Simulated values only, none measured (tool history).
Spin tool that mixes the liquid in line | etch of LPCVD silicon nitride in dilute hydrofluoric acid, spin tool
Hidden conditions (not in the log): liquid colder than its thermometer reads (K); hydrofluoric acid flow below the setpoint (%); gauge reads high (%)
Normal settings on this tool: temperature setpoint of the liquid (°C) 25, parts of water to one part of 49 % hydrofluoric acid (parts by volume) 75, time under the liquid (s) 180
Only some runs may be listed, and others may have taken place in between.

run   hour  temperature setpoint of the liquid (°C)  parts of water to one part of 49 % hydrofluoric acid (parts by volume)  time under the liquid (s)  wafers since the last listed run  hours since the thermometer was replaced  hours since the hydrofluoric acid flow meter was replaced  hours since the gauge calibration  read-back film thickness of the LPCVD silicon nitride reference wafer, read on the same gauge (nm)  thickness taken off the LPCVD silicon nitride on a monitor wafer (Å)
  1      0                                       25                                                                      75                        115                                 0                                    1471.1                                                     1397.7                              541.2                                                                                             110.033                                                                  7.53
  2   18.1                                       25                                                                      75                        140                               170                                    1489.2                                                     1415.8                              559.3                                                                                              110.02                                                                  9.28
  3   41.9                                       25                                                                      75                        140                               224                                      1513                                                     1439.6                              583.1                                                                                             110.002                                                                  9.05
  4   70.6                                       25                                                                      75                        180                               270                                    1541.7                                                     1468.3                              611.8                                                                                             109.989                                                                 11.94
  5  100.9                                       25                                                                      75                        180                               285                                      1572                                                     1498.6                              642.1                                                                                             110.015                                                                 11.72
     117.4  -- gauge calibrated
  6  133.3                                       25                                                                      65                        265                               305                                    1604.4                                                       1531                               15.9                                                                                             110.011                                                                 19.64
  7  157.6                                       25                                                                      75                        180                               228                                    1628.7                                                     1555.3                               40.2                                                                                             110.006                                                                  11.8
  8    193                                       25                                                                      75                        180                               333                                    1664.1                                                     1590.7                               75.6                                                                                             110.016                                                                 11.42
  9  218.2                                       25                                                                      75                        180                               237                                    1689.3                                                     1615.9                              100.8                                                                                             110.006                                                                 11.82
 10  232.2                                       25                                                                      75                        180                               131                                    1703.3                                                     1629.9                              114.8                                                                                             110.003                                                                 11.58
 11  247.8                                     23.5                                                                     100                        180                               146                                    1718.9                                                     1645.5                              130.4                                                                                              109.99                                                                  7.87
 12  264.7                                       25                                                                      75                        180                               159                                    1735.8                                                     1662.4                              147.3                                                                                             109.995                                                                 11.93
 13  363.8                                     20.5                                                                      85                        180                               933                                    1834.9                                                     1761.5                              246.4                                                                                             110.012                                                                  7.64
 14  378.1                                       25                                                                      75                        140                               134                                    1849.2                                                     1775.8                              260.7                                                                                             110.011                                                                  9.08
 15  395.5                                     29.5                                                                      95                         70                               163                                    1866.6                                                     1793.2                              278.1                                                                                             110.005                                                                  4.59
 16  413.7                                     28.5                                                                      75                        180                               171                                    1884.8                                                     1811.4                              296.3                                                                                              110.01                                                                 14.43
     438.7  -- hydrofluoric acid flow meter replaced
 17  447.8                                       25                                                                      50                        180                               311                                    1918.9                                                        9.1                              330.4                                                                                             109.972                                                                 17.11
 18  474.6                                       25                                                                      75                        180                               252                                    1945.7                                                       35.9                              357.2                                                                                             109.993                                                                 11.16
 19  493.1                                       27                                                                      90                        275                               174                                    1964.2                                                       54.4                              375.7                                                                                             110.013                                                                 16.67
 20  522.1                                     29.5                                                                      75                        125                               273                                    1993.2                                                       83.4                              404.7                                                                                             110.011                                                                 10.79
 21    541                                       25                                                                      55                        180                               177                                    2012.1                                                      102.3                              423.6                                                                                             109.996                                                                 15.45
     561.8  -- thermometer replaced
 22  562.3                                     23.5                                                                     100                        180                               191                                       0.5                                                      123.6                              444.9                                                                                             110.009                                                                  9.17
 23    590                                     23.5                                                                     105                        100                               260                                      28.2                                                      151.3                              472.6                                                                                             109.996                                                                  4.67
 24  620.9                                       25                                                                      75                        180                               290                                      59.1                                                      182.2                              503.5                                                                                             109.995                                                                 12.76
 25  652.1                                     27.5                                                                      95                        125                               293                                      90.3                                                      213.4                              534.7                                                                                              110.01                                                                  8.36
 26  668.6                                       25                                                                      75                        180                               155                                     106.8                                                      229.9                              551.2                                                                                             110.035                                                                 12.83
 27  684.9                                       20                                                                      75                        260                               153                                     123.1                                                      246.2                              567.5                                                                                             109.982                                                                  13.2
 28  709.6                                       25                                                                      60                        280                               232                                     147.8                                                      270.9                              592.2                                                                                             110.026                                                                 25.16
     726.8  -- gauge calibrated
 29  753.9                                     29.5                                                                      75                        180                               417                                     192.1                                                      315.2                               27.1                                                                                              109.99                                                                 17.32
 30  774.7                                       25                                                                      75                        215                               195                                     212.9                                                        336                               47.9                                                                                             109.994                                                                 15.24
 31  788.6                                       25                                                                      75                        180                               130                                     226.8                                                      349.9                               61.8                                                                                             110.003                                                                 12.64

The tool's hidden state at each run:
hydrofluoric acid flow below the setpoint (%): 0 across all the runs
gauge reads high (%): 0 across all the runs
H1: liquid colder than its thermometer reads (K)
run     H1
  1   1.74
  2   1.76
  3   1.78
  4   1.81
  5   1.85
  6   1.88
  7   1.91
  8   1.94
  9   1.97
 10   1.98
 11      2
 12   2.02
 13   2.12
 14   2.14
 15   2.16
 16   2.17
 17   2.21
 18   2.24
 19   2.26
 20   2.29
 21   2.31
 22  0.324
 23  0.353
 24  0.386
 25  0.418
 26  0.436
 27  0.453
 28  0.479
 29  0.526
 30  0.547
 31  0.562
